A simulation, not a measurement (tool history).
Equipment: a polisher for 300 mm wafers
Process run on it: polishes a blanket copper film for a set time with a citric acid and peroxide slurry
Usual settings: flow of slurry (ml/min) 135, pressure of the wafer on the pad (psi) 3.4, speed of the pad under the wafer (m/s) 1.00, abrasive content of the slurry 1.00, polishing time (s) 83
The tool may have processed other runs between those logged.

run,hour,flow of slurry (ml/min),pressure of the wafer on the pad (psi),speed of the pad under the wafer (m/s),abrasive content of the slurry,polishing time (s),"incoming thickness of the incoming film, nm",film removed (nm)
1,0.0,135,3.4,1.00,1.00,83,1060.8,214.6
2,55.0,135,3.4,1.00,1.00,83,1065.5,218.1
3,101.2,135,3.4,1.00,1.00,83,1070.2,217.8
4,190.9,135,3.4,1.00,1.00,83,1050.2,218.8
5,291.0,135,3.4,1.00,1.00,83,1051.4,218.6
6,374.6,135,3.4,1.00,1.00,83,1050.7,217.2
7,447.6,135,3.1,1.00,1.00,83,1079.6,200.8
8,506.0,135,4.5,1.00,1.10,83,1072.0,273.1
9,612.6,135,3.4,0.78,0.75,83,1061.3,168.0
10,667.1,120,4.5,0.72,1.00,68,1068.5,164.4
11,746.7,95,3.4,0.82,0.70,64,1076.9,119.8
12,784.5,135,3.4,0.80,0.75,83,1065.4,170.6
13,880.7,135,2.4,1.10,1.25,71,1061.8,169.0
14,939.0,135,3.4,1.00,1.00,83,1054.0,214.6
15,1024.7,155,4.0,1.00,1.00,83,1066.7,250.4
16,1115.9,135,3.8,0.76,1.00,83,1064.6,189.2
17,1211.0,135,4.5,1.00,1.10,83,1066.7,263.1
18,1281.0,135,3.4,1.00,1.00,83,1057.3,216.5
19,1479.9,180,3.4,0.74,1.15,83,1060.2,187.8
20,1554.0,135,3.4,0.78,0.75,83,1064.5,167.7
21,1632.1,150,3.4,1.00,1.00,83,1061.5,219.0
22,1735.7,115,3.4,1.00,1.00,83,1080.3,207.8
23,1841.5,135,3.4,1.16,1.10,83,1071.4,250.0
24,1906.0,100,3.4,1.00,1.00,83,1062.4,197.7
25,1989.6,150,3.4,1.14,1.20,64,1070.7,198.8
26,2072.6,95,3.4,0.86,1.10,83,1068.6,179.6
27,2166.8,135,3.4,1.00,1.00,83,1060.9,213.0
28,2203.4,135,3.1,1.00,1.00,111,1064.3,274.6
29,2240.6,135,3.4,1.00,0.90,83,1059.9,213.4
30,2324.9,135,3.4,0.78,1.00,83,1073.9,182.4

Not shown here: 13 entries made in the log between runs. Locate each between two listed runs and compare the hidden state at the listed run before it with the hidden state at the listed run after it:
Run 1 -> run 2: slurry nozzle cleaned (hour 39.2)
  the hidden state is the same at both runs
Run 3 -> run 4: slurry blender recalibrated (hour 161.4)
  the hidden state is the same at both runs
Run 4 -> run 5: worn pad replaced by a new one (hour 254.0)
  the hidden state is the same at both runs
Run 6 -> run 7: head pressure recalibrated (hour 401.6)
  the hidden state is the same at both runs
Run 12 -> run 13: slurry nozzle cleaned (hour 875.0)
  the hidden state is the same at both runs
Run 13 -> run 14: slurry blender recalibrated (hour 904.5)
  the hidden state is the same at both runs
Run 15 -> run 16: worn pad replaced by a new one (hour 1048.5)
  the hidden state is the same at both runs
Run 17 -> run 18: head pressure recalibrated (hour 1246.5)
  the hidden state is the same at both runs
Run 19 -> run 20: slurry nozzle cleaned (hour 1536.2)
  the hidden state is the same at both runs
Run 20 -> run 21: slurry blender recalibrated (hour 1564.4)
  the hidden state is the same at both runs
Run 23 -> run 24: worn pad replaced by a new one (hour 1868.8); head pressure recalibrated (hour 1895.5)
  the hidden state is the same at both runs
Run 28 -> run 29: slurry blender recalibrated (hour 2219.2)
  the hidden state is the same at both runs

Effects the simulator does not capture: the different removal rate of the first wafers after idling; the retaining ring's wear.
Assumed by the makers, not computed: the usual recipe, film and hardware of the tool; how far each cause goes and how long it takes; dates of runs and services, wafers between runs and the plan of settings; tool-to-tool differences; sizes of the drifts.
